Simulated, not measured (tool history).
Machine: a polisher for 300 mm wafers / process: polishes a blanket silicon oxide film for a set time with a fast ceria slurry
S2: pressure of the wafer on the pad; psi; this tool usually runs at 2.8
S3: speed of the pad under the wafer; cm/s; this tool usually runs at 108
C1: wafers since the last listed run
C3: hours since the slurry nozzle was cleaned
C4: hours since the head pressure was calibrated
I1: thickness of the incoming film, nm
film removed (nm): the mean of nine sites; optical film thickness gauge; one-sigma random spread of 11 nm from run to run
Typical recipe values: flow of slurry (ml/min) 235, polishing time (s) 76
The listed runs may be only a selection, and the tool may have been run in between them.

run 1 hour=0.0 | flow_of_slurry_(ml/min)=235 S2=2.8 S3=108 polishing_time_(s)=76 | C1=0 wafers_polished_on_this_pad=373 C3=285.2 C4=743.8 | I1=3681.9 | film_removed_(nm)=1116.4
run 2 hour=17.7 | flow_of_slurry_(ml/min)=235 S2=2.8 S3=108 polishing_time_(s)=76 | C1=152 wafers_polished_on_this_pad=525 C3=302.9 C4=761.5 | I1=3687.4 | film_removed_(nm)=1129.2
run 3 hour=43.5 | flow_of_slurry_(ml/min)=235 S2=2.8 S3=82 polishing_time_(s)=76 | C1=221 wafers_polished_on_this_pad=747 C3=328.7 C4=787.3 | I1=3688.6 | film_removed_(nm)=821.6
-- hour=71.2 worn pad replaced by a new one
run 4 hour=77.4 | flow_of_slurry_(ml/min)=235 S2=2.8 S3=82 polishing_time_(s)=76 | C1=257 wafers_polished_on_this_pad=53 C3=362.6 C4=821.2 | I1=3705.8 | film_removed_(nm)=880.0
run 5 hour=108.7 | flow_of_slurry_(ml/min)=235 S2=2.8 S3=108 polishing_time_(s)=76 | C1=269 wafers_polished_on_this_pad=322 C3=393.9 C4=852.5 | I1=3633.4 | film_removed_(nm)=1140.7
-- hour=185.8 worn pad replaced by a new one
run 6 hour=196.2 | flow_of_slurry_(ml/min)=235 S2=2.8 S3=108 polishing_time_(s)=76 | C1=718 wafers_polished_on_this_pad=89 C3=481.4 C4=940.0 | I1=3724.1 | film_removed_(nm)=1150.3
run 7 hour=228.5 | flow_of_slurry_(ml/min)=235 S2=2.8 S3=108 polishing_time_(s)=76 | C1=277 wafers_polished_on_this_pad=367 C3=513.7 C4=972.3 | I1=3640.1 | film_removed_(nm)=1146.3
run 8 hour=245.5 | flow_of_slurry_(ml/min)=235 S2=2.8 S3=108 polishing_time_(s)=76 | C1=146 wafers_polished_on_this_pad=513 C3=530.7 C4=989.3 | I1=3762.5 | film_removed_(nm)=1112.1
run 9 hour=279.0 | flow_of_slurry_(ml/min)=235 S2=2.8 S3=108 polishing_time_(s)=76 | C1=288 wafers_polished_on_this_pad=801 C3=564.2 C4=1022.8 | I1=3650.0 | film_removed_(nm)=1076.9
-- hour=294.7 worn pad replaced by a new one
run 10 hour=300.7 | flow_of_slurry_(ml/min)=235 S2=2.8 S3=108 polishing_time_(s)=76 | C1=152 wafers_polished_on_this_pad=51 C3=585.9 C4=1044.5 | I1=3691.5 | film_removed_(nm)=1161.8
run 11 hour=332.3 | flow_of_slurry_(ml/min)=235 S2=2.8 S3=108 polishing_time_(s)=76 | C1=271 wafers_polished_on_this_pad=323 C3=617.5 C4=1076.1 | I1=3721.7 | film_removed_(nm)=1150.0
run 12 hour=355.2 | flow_of_slurry_(ml/min)=235 S2=2.8 S3=108 polishing_time_(s)=76 | C1=197 wafers_polished_on_this_pad=520 C3=640.4 C4=1099.0 | I1=3714.6 | film_removed_(nm)=1123.6
-- hour=370.6 head pressure recalibrated
run 13 hour=378.5 | flow_of_slurry_(ml/min)=275 S2=2.2 S3=138 polishing_time_(s)=97 | C1=183 wafers_polished_on_this_pad=703 C3=663.7 C4=7.9 | I1=3617.2 | film_removed_(nm)=1556.7
-- hour=388.1 slurry nozzle cleaned
run 14 hour=392.5 | flow_of_slurry_(ml/min)=280 S2=2.8 S3=108 polishing_time_(s)=76 | C1=111 wafers_polished_on_this_pad=815 C3=4.4 C4=21.9 | I1=3675.9 | film_removed_(nm)=1113.0
-- hour=411.0 worn pad replaced by a new one
run 15 hour=413.0 | flow_of_slurry_(ml/min)=235 S2=2.8 S3=136 polishing_time_(s)=76 | C1=141 wafers_polished_on_this_pad=16 C3=24.9 C4=42.4 | I1=3646.8 | film_removed_(nm)=1476.4
run 16 hour=445.7 | flow_of_slurry_(ml/min)=235 S2=2.3 S3=108 polishing_time_(s)=76 | C1=281 wafers_polished_on_this_pad=298 C3=57.6 C4=75.1 | I1=3719.8 | film_removed_(nm)=995.1
run 17 hour=467.3 | flow_of_slurry_(ml/min)=235 S2=2.8 S3=108 polishing_time_(s)=76 | C1=185 wafers_polished_on_this_pad=484 C3=79.2 C4=96.7 | I1=3746.4 | film_removed_(nm)=1118.7
run 18 hour=483.4 | flow_of_slurry_(ml/min)=200 S2=2.5 S3=146 polishing_time_(s)=76 | C1=138 wafers_polished_on_this_pad=622 C3=95.3 C4=112.8 | I1=3641.7 | film_removed_(nm)=1325.8
run 19 hour=501.9 | flow_of_slurry_(ml/min)=235 S2=2.8 S3=82 polishing_time_(s)=76 | C1=159 wafers_polished_on_this_pad=781 C3=113.8 C4=131.3 | I1=3705.3 | film_removed_(nm)=831.5
run 20 hour=519.8 | flow_of_slurry_(ml/min)=210 S2=2.8 S3=108 polishing_time_(s)=54 | C1=154 wafers_polished_on_this_pad=935 C3=131.7 C4=149.2 | I1=3683.9 | film_removed_(nm)=754.8
run 21 hour=544.2 | flow_of_slurry_(ml/min)=265 S2=3.7 S3=122 polishing_time_(s)=103 | C1=209 wafers_polished_on_this_pad=1145 C3=156.1 C4=173.6 | I1=3661.4 | film_removed_(nm)=1985.5
-- hour=552.5 worn pad replaced by a new one
run 22 hour=571.3 | flow_of_slurry_(ml/min)=235 S2=2.8 S3=108 polishing_time_(s)=76 | C1=198 wafers_polished_on_this_pad=161 C3=183.2 C4=200.7 | I1=3658.1 | film_removed_(nm)=1152.0
run 23 hour=594.0 | flow_of_slurry_(ml/min)=285 S2=2.8 S3=108 polishing_time_(s)=96 | C1=195 wafers_polished_on_this_pad=357 C3=205.9 C4=223.4 | I1=3739.9 | film_removed_(nm)=1486.5
run 24 hour=615.0 | flow_of_slurry_(ml/min)=235 S2=2.8 S3=108 polishing_time_(s)=76 | C1=180 wafers_polished_on_this_pad=537 C3=226.9 C4=244.4 | I1=3660.0 | film_removed_(nm)=1101.7

Across each entry between runs, compare the hidden state at the last listed run before it with the hidden state at the first listed run after it:
After run 3, before run 4: worn pad replaced by a new one (hour 71.2)
  removal rate lost through wear of the pad, %: 6.58 -> 0.964
  measured result minus the result with no hidden state, film removed (nm): -57.9 -> -8.6
After run 5, before run 6: worn pad replaced by a new one (hour 185.8)
  removal rate lost through wear of the pad, %: 3.11 -> 1.99
  measured result minus the result with no hidden state, film removed (nm): -36.6 -> -23.3
After run 9, before run 10: worn pad replaced by a new one (hour 294.7)
  removal rate lost through wear of the pad, %: 7.67 -> 0.515
  measured result minus the result with no hidden state, film removed (nm): -89.4 -> -6.0
After run 12, before run 13: head pressure recalibrated (hour 370.6)
  removal rate lost through wear of the pad, %: 4.25 -> 5.85
  measured result minus the result with no hidden state, film removed (nm): -49.9 -> -96.8
After run 13, before run 14: slurry nozzle cleaned (hour 388.1)
  removal rate lost through wear of the pad, %: 5.85 -> 6.81
  measured result minus the result with no hidden state, film removed (nm): -96.8 -> -81.4
After run 14, before run 15: worn pad replaced by a new one (hour 411.0)
  removal rate lost through wear of the pad, %: 6.81 -> 1.61
  measured result minus the result with no hidden state, film removed (nm): -81.4 -> -24.2
After run 21, before run 22: worn pad replaced by a new one (hour 552.5)
  removal rate lost through wear of the pad, %: 10.6 -> 1.37
  measured result minus the result with no hidden state, film removed (nm): -235.7 -> -15.9

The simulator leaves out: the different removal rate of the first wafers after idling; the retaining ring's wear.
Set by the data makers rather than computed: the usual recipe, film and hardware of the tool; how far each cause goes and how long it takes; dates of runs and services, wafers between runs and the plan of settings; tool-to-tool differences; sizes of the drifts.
